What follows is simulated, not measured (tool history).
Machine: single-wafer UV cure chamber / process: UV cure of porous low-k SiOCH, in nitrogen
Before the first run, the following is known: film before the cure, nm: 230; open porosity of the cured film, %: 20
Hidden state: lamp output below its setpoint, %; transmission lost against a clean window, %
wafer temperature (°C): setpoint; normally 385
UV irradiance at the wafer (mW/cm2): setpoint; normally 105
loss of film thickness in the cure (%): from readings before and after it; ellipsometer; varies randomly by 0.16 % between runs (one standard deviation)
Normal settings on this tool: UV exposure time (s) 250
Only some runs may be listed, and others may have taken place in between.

run     day  wafer temperature (°C)  UV exposure time (s)  UV irradiance at the wafer (mW/cm2)  wafers since the last listed run  hours since the UV bulbs were replaced  wafers since the quartz window was cleaned  loss of film thickness in the cure (%)
  1   0.000                     385                   300                                  105                                 0                                   713.5                                        1965                                  13.267
  2   1.100                     385                   300                                  105                               207                                   739.9                                        2172                                  12.964
      1.688  -- quartz window cleaned
  3   2.662                     385                   300                                  105                               231                                   777.4                                         183                                  12.917
  4   3.942                     385                   250                                  105                               241                                   808.1                                         425                                  12.509
  5   7.325                     385                   250                                  105                               638                                   889.3                                        1063                                  12.023
  6   9.633                     385                   250                                  105                               435                                   944.7                                        1498                                  12.006
     12.279  -- quartz window cleaned
  7  12.300                     396                   250                                   87                               440                                  1008.7                                           3                                  11.351
  8  16.833                     396                   250                                   87                               855                                  1117.5                                         858                                  11.238
  9  18.575                     379                   250                                  131                               328                                  1159.3                                        1187                                  13.011
 10  19.662                     385                   250                                  105                               205                                  1185.4                                        1392                                  11.932
 11  20.979                     379                   340                                   78                               248                                  1217.0                                        1640                                  11.461
     23.267  -- UV bulbs replaced
     23.438  -- quartz window cleaned
 12  23.458                     401                   200                                   66                               372                                     4.6                                           3                                   9.689
 13  25.012                     390                   250                                  122                               293                                    41.9                                         296                                  13.659
 14  26.450                     385                   315                                  105                               271                                    76.4                                         567                                  13.700
 15  28.642                     374                   250                                  105                               413                                   129.0                                         981                                  12.322

Forecast run 16:
 16  31.458                     379                   125                                  105                               531                                   196.6                                        1512                                       ?

loss of film thickness in the cure (%): 9.416
If the tool had no hidden condition, the same run with the same run-to-run variation would have returned loss of film thickness in the cure (%) 9.700.
